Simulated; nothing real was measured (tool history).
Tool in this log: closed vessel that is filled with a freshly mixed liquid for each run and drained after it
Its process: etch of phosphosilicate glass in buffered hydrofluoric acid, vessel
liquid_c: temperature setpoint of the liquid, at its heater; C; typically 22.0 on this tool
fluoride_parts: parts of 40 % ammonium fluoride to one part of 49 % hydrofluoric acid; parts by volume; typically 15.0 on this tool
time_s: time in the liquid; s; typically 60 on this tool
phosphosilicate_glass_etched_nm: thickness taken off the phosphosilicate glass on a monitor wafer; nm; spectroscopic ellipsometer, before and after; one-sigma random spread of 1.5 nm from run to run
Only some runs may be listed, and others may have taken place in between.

run,hour,liquid_c,fluoride_parts,time_s,"read-back film thickness of the phosphosilicate glass reference wafer, read on the same gauge (nm)",phosphosilicate_glass_etched_nm
1,0.0,22.0,20.0,60,130.05,116.06
2,32.1,22.0,20.0,60,130.00,117.23
3,55.5,22.0,15.0,60,129.95,154.22
4,68.5,22.0,15.0,60,130.01,154.71
5,89.3,22.0,15.0,60,130.07,157.00
6,108.3,22.0,15.0,50,130.03,131.48
7,131.1,22.0,15.0,50,130.00,129.42
8,145.8,22.0,15.0,60,130.01,154.46
9,162.8,22.0,15.0,60,129.99,159.07
10,206.6,22.0,15.0,60,129.96,158.69
11,241.3,25.5,15.0,60,129.98,190.99
12,260.5,19.5,15.0,60,130.01,134.86
13,284.0,19.5,15.0,60,129.99,137.27
14,301.5,22.0,17.0,60,129.97,141.03
15,318.9,22.0,15.0,60,129.93,152.60
16,354.4,22.0,21.0,35,129.96,66.21
17,368.6,24.5,15.0,40,129.95,121.80
18,391.6,22.0,15.0,60,129.95,154.70
19,405.2,25.0,15.0,30,130.00,92.13
20,434.2,22.0,11.0,60,130.02,215.87
21,447.3,26.5,15.0,90,129.96,300.93
22,471.8,22.0,17.5,90,130.00,203.76
23,485.3,22.0,15.0,45,129.98,115.74
24,501.4,18.5,11.0,40,129.95,115.31
25,575.7,24.0,18.0,90,129.97,221.64
26,600.2,17.5,11.5,95,129.98,251.27
27,617.3,18.5,17.5,85,129.97,153.00

Missing from the log above: 3 entries noted between runs. For each, name the pair of listed runs it sits between and say how the tool's hidden condition differs from the listed run just before to the listed run just after:
Logged between run 10 and run 11: gauge calibrated (hour 235.6); hydrofluoric acid flow meter replaced (hour 235.9)
  no hidden state differs between the two runs
Logged between run 12 and run 13: thermometer replaced (hour 269.2)
  no hidden state differs between the two runs
